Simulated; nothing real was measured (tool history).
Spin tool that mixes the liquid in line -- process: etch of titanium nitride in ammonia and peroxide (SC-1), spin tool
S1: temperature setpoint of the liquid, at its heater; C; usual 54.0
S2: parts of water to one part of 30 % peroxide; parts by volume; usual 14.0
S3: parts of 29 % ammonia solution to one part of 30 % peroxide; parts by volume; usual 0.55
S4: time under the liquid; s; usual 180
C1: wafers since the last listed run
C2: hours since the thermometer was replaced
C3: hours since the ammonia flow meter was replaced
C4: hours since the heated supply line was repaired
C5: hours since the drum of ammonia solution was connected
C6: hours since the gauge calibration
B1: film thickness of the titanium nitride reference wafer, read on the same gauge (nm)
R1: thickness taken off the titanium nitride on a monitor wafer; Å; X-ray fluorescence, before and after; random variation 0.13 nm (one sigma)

run 1 hour=0.0 | S1=54.0 S2=14.0 S3=0.55 S4=180 | C1=0 C2=948.7 C3=1135.7 C4=2634.3 C5=335.9 C6=490.8 | B1=135.11 | R1=165.4
run 2 hour=32.0 | S1=54.0 S2=14.0 S3=0.55 S4=180 | C1=219 C2=980.7 C3=1167.7 C4=2666.3 C5=367.9 C6=522.8 | B1=135.00 | R1=167.1
-- hour=42.3 new drum of ammonia solution connected
run 3 hour=56.2 | S1=54.0 S2=14.0 S3=0.55 S4=180 | C1=159 C2=1004.9 C3=1191.9 C4=2690.5 C5=13.9 C6=547.0 | B1=134.90 | R1=164.2
run 4 hour=121.1 | S1=54.0 S2=14.0 S3=0.35 S4=215 | C1=445 C2=1069.8 C3=1256.8 C4=2755.4 C5=78.8 C6=611.9 | B1=134.69 | R1=179.6
run 5 hour=147.8 | S1=54.0 S2=14.0 S3=0.35 S4=215 | C1=183 C2=1096.5 C3=1283.5 C4=2782.1 C5=105.5 C6=638.6 | B1=134.65 | R1=177.7
-- hour=155.9 thermometer replaced
run 6 hour=177.3 | S1=54.0 S2=14.0 S3=0.55 S4=180 | C1=195 C2=21.4 C3=1313.0 C4=2811.6 C5=135.0 C6=668.1 | B1=134.54 | R1=163.1
run 7 hour=347.2 | S1=54.0 S2=14.0 S3=0.55 S4=180 | C1=1165 C2=191.3 C3=1482.9 C4=2981.5 C5=304.9 C6=838.0 | B1=134.19 | R1=162.4
run 8 hour=401.9 | S1=54.0 S2=14.0 S3=0.55 S4=180 | C1=375 C2=246.0 C3=1537.6 C4=3036.2 C5=359.6 C6=892.7 | B1=134.14 | R1=164.3
-- hour=410.6 gauge calibrated
-- hour=430.7 new drum of ammonia solution connected
run 9 hour=431.1 | S1=54.0 S2=14.0 S3=0.80 S4=180 | C1=193 C2=275.2 C3=1566.8 C4=3065.4 C5=0.4 C6=20.5 | B1=140.01 | R1=182.1
run 10 hour=456.0 | S1=54.0 S2=10.0 S3=0.55 S4=180 | C1=170 C2=300.1 C3=1591.7 C4=3090.3 C5=25.3 C6=45.4 | B1=139.60 | R1=201.4
run 11 hour=516.0 | S1=54.0 S2=14.0 S3=0.55 S4=180 | C1=411 C2=360.1 C3=1651.7 C4=3150.3 C5=85.3 C6=105.4 | B1=138.76 | R1=170.8
-- hour=636.5 heated supply line repaired
run 12 hour=679.3 | S1=59.5 S2=14.0 S3=0.55 S4=180 | C1=1113 C2=523.4 C3=1815.0 C4=42.8 C5=248.6 C6=268.7 | B1=137.08 | R1=243.2
run 13 hour=711.9 | S1=54.0 S2=14.0 S3=0.55 S4=180 | C1=223 C2=556.0 C3=1847.6 C4=75.4 C5=281.2 C6=301.3 | B1=136.82 | R1=166.9
run 14 hour=751.9 | S1=51.0 S2=19.5 S3=0.55 S4=180 | C1=274 C2=596.0 C3=1887.6 C4=115.4 C5=321.2 C6=341.3 | B1=136.54 | R1=115.2
-- hour=798.7 new drum of ammonia solution connected
run 15 hour=802.0 | S1=60.5 S2=18.5 S3=0.55 S4=235 | C1=336 C2=646.1 C3=1937.7 C4=165.5 C5=3.3 C6=391.4 | B1=136.24 | R1=286.6
run 16 hour=846.8 | S1=54.0 S2=14.0 S3=0.65 S4=180 | C1=307 C2=690.9 C3=1982.5 C4=210.3 C5=48.1 C6=436.2 | B1=136.02 | R1=170.1
-- hour=913.5 ammonia flow meter replaced
run 17 hour=915.9 | S1=60.0 S2=17.0 S3=0.45 S4=250 | C1=467 C2=760.0 C3=2.4 C4=279.4 C5=117.2 C6=505.3 | B1=135.68 | R1=294.4
run 18 hour=958.8 | S1=54.0 S2=8.5 S3=0.55 S4=180 | C1=294 C2=802.9 C3=45.3 C4=322.3 C5=160.1 C6=548.2 | B1=135.55 | R1=216.8
run 19 hour=1019.0 | S1=54.0 S2=14.0 S3=0.75 S4=125 | C1=413 C2=863.1 C3=105.5 C4=382.5 C5=220.3 C6=608.4 | B1=135.36 | R1=122.2
-- hour=1074.4 thermometer replaced
run 20 hour=1090.6 | S1=54.0 S2=14.0 S3=0.55 S4=180 | C1=484 C2=16.2 C3=177.1 C4=454.1 C5=291.9 C6=680.0 | B1=135.16 | R1=165.9
run 21 hour=1120.7 | S1=61.0 S2=8.5 S3=0.30 S4=135 | C1=206 C2=46.3 C3=207.2 C4=484.2 C5=322.0 C6=710.1 | B1=135.08 | R1=232.0
run 22 hour=1150.2 | S1=54.0 S2=14.0 S3=0.55 S4=180 | C1=202 C2=75.8 C3=236.7 C4=513.7 C5=351.5 C6=739.6 | B1=135.04 | R1=168.0

The next listed run, before its measurement:
-- hour=1162.1 new drum of ammonia solution connected
run 23 hour=1217.3 | S1=54.0 S2=18.0 S3=0.70 S4=180 | C1=453 C2=142.9 C3=303.8 C4=580.8 C5=55.2 C6=806.7 | B1=? | R1=?

Run 23 measured B1 134.91, R1 150.4 Å.
With no hidden state in the tool, this same run would have given R1 156.1 Å.
